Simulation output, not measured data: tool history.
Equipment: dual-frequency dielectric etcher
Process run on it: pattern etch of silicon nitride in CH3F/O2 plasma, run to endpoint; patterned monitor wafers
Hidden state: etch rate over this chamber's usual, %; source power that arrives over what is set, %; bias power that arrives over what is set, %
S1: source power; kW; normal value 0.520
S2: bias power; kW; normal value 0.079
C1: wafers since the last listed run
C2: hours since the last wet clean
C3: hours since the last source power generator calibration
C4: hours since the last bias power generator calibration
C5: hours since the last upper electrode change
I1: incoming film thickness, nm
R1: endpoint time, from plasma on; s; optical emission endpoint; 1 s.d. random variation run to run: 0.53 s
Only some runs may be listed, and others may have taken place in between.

run	hour	S1	S2	C1	C2	C3	C4	C5	I1	R1
1	0.0	0.520	0.079	0	1.4	3845.9	2198.1	2079.8	87.1	88.0
2	77.7	0.520	0.086	381	79.1	3923.6	2275.8	2157.5	88.8	87.5
3	160.5	0.520	0.079	406	161.9	4006.4	2358.6	2240.3	87.8	87.9
4	268.2	0.520	0.079	529	269.6	4114.1	2466.3	2348.0	88.0	86.7
5	370.5	0.520	0.079	502	371.9	4216.4	2568.6	2450.3	87.9	85.8
6	476.7	0.520	0.079	521	478.1	4322.6	2674.8	2556.5	87.2	83.7
# hour 507.6: source power generator calibrated
# hour 535.8: bias power generator calibrated
# hour 591.9: wet clean of the chamber
7	592.4	0.520	0.079	411	0.5	84.8	56.6	2672.2	88.0	88.4
8	610.8	0.520	0.066	90	18.9	103.2	75.0	2690.6	88.0	90.1
9	674.8	0.520	0.066	314	82.9	167.2	139.0	2754.6	87.8	89.9
10	729.8	0.560	0.069	270	137.9	222.2	194.0	2809.6	87.7	87.0
11	797.5	0.440	0.098	332	205.6	289.9	261.7	2877.3	87.9	88.1
# hour 1053.5: upper electrode replaced
12	1081.5	0.630	0.071	1277	489.6	573.9	545.7	28.0	87.4	80.3
# hour 1179.0: wet clean of the chamber
13	1182.6	0.520	0.079	378	3.6	675.0	646.8	129.1	88.0	88.9
14	1220.2	0.580	0.079	184	41.2	712.6	684.4	166.7	87.6	85.0
15	1279.3	0.520	0.079	290	100.3	771.7	743.5	225.8	87.6	86.4
16	1381.3	0.400	0.066	501	202.3	873.7	845.5	327.8	87.7	96.6
17	1463.4	0.630	0.091	403	284.4	955.8	927.6	409.9	88.3	79.0
18	1524.7	0.450	0.096	301	345.7	1017.1	988.9	471.2	87.3	85.4

Below are 4 alternative next runs, each starting from the tool's condition after run 18. Predict each:
A	1525.2	0.520	0.079	2	346.2	1017.6	989.4	471.7	88.0	?
B	1525.2	0.520	0.060	2	346.2	1017.6	989.4	471.7	88.0	?
C	1525.2	0.590	0.091	2	346.2	1017.6	989.4	471.7	88.0	?
D	1525.2	0.550	0.072	2	346.2	1017.6	989.4	471.7	88.0	?

run	R1
A	85.9
B	89.8
C	80.2
D	85.6
Take away the tool's hidden state, keep each run's random variation, and the runs would have read:
run	R1
A	88.5
B	92.5
C	82.6
D	88.2
